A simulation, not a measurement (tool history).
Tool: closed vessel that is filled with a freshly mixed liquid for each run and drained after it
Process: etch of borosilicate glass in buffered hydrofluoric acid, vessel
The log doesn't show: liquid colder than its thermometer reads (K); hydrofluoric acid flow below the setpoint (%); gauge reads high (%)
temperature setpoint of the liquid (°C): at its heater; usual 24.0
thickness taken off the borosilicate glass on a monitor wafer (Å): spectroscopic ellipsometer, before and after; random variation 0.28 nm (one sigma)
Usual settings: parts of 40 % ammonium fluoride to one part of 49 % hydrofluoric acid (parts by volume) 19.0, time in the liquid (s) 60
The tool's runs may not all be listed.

run	day	temperature setpoint of the liquid (°C)	parts of 40 % ammonium fluoride to one part of 49 % hydrofluoric acid (parts by volume)	time in the liquid (s)	wafers since the last listed run	hours since the thermometer was replaced	hours since the hydrofluoric acid flow meter was replaced	hours since the gauge calibration	read-back film thickness of the borosilicate glass reference wafer, read on the same gauge (nm)	thickness taken off the borosilicate glass on a monitor wafer (Å)
1	0.000	20.5	19.0	60	0	98.4	703.1	350.1	40.00	306.3
2	1.571	24.0	19.0	60	3679	136.1	740.8	387.8	39.98	369.6
# day 7.546: hydrofluoric acid flow meter replaced
3	10.317	24.0	17.0	60	20387	346.0	66.5	597.7	40.03	432.9
4	13.150	24.0	19.0	60	6636	414.0	134.5	665.7	40.00	382.2
5	15.458	24.0	19.0	60	5406	469.4	189.9	721.1	40.01	385.3
6	17.950	24.0	19.0	60	5836	529.2	249.7	780.9	39.99	384.0
7	21.692	24.0	19.0	40	8763	619.0	339.5	870.7	40.00	252.3
# day 21.996: thermometer replaced
8	25.579	24.0	19.0	40	9007	86.0	432.8	964.0	40.02	250.3
9	29.204	27.0	19.0	60	8490	173.0	519.8	1051.0	40.00	437.7
10	33.550	24.0	19.0	60	10179	277.3	624.1	1155.3	40.00	374.1
11	37.817	24.0	19.0	60	9993	379.7	726.5	1257.7	39.98	365.4
12	41.204	24.0	19.0	60	7934	461.0	807.8	1339.0	40.02	367.0
13	43.942	24.0	15.5	50	6411	526.7	873.5	1404.7	39.98	363.4
14	46.292	24.0	23.5	60	5504	583.1	929.9	1461.1	40.01	309.2
# day 46.771: gauge calibrated
15	48.596	24.0	19.0	60	5396	638.4	985.2	43.8	40.01	360.2
# day 51.575: hydrofluoric acid flow meter replaced
# day 52.538: thermometer replaced
16	52.650	24.0	24.5	70	9300	2.7	25.8	141.1	40.00	381.6
17	56.654	28.0	19.0	95	9378	98.8	121.9	237.2	40.00	761.2
18	58.238	19.5	22.0	60	3708	136.8	159.9	275.2	40.00	272.3
19	60.742	24.0	22.0	60	5865	196.9	220.0	335.3	40.01	345.6
20	63.588	24.0	19.0	35	6665	265.2	288.3	403.6	39.99	222.3
21	66.554	22.0	13.0	40	6948	336.4	359.5	474.8	40.00	329.3
22	70.658	24.0	22.5	95	9612	434.9	458.0	573.3	40.02	526.7
23	72.417	20.0	19.0	80	4118	477.1	500.2	615.5	40.00	399.1
24	74.750	19.5	22.0	60	5465	533.1	556.2	671.5	40.00	259.8
25	79.012	24.0	19.0	60	9983	635.4	658.5	773.8	39.99	369.4
26	80.579	24.0	25.5	60	3669	673.0	696.1	811.4	40.00	302.0

Forecast each of these 4 alternatives for the next run:
A	80.608	24.0	19.0	70	68	673.7	696.8	812.1	?	?
B	80.608	28.5	22.5	35	68	673.7	696.8	812.1	?	?
C	80.608	24.0	23.5	85	68	673.7	696.8	812.1	?	?
D	80.608	19.5	19.0	60	68	673.7	696.8	812.1	?	?

run	read-back film thickness of the borosilicate glass reference wafer, read on the same gauge (nm)	thickness taken off the borosilicate glass on a monitor wafer (Å)
A	39.99	430.1
B	39.99	243.2
C	39.99	450.8
D	39.99	288.4
Without the tool's hidden state the same runs would have given:
run	thickness taken off the borosilicate glass on a monitor wafer (Å)
A	462.7
B	257.5
C	477.5
D	310.3
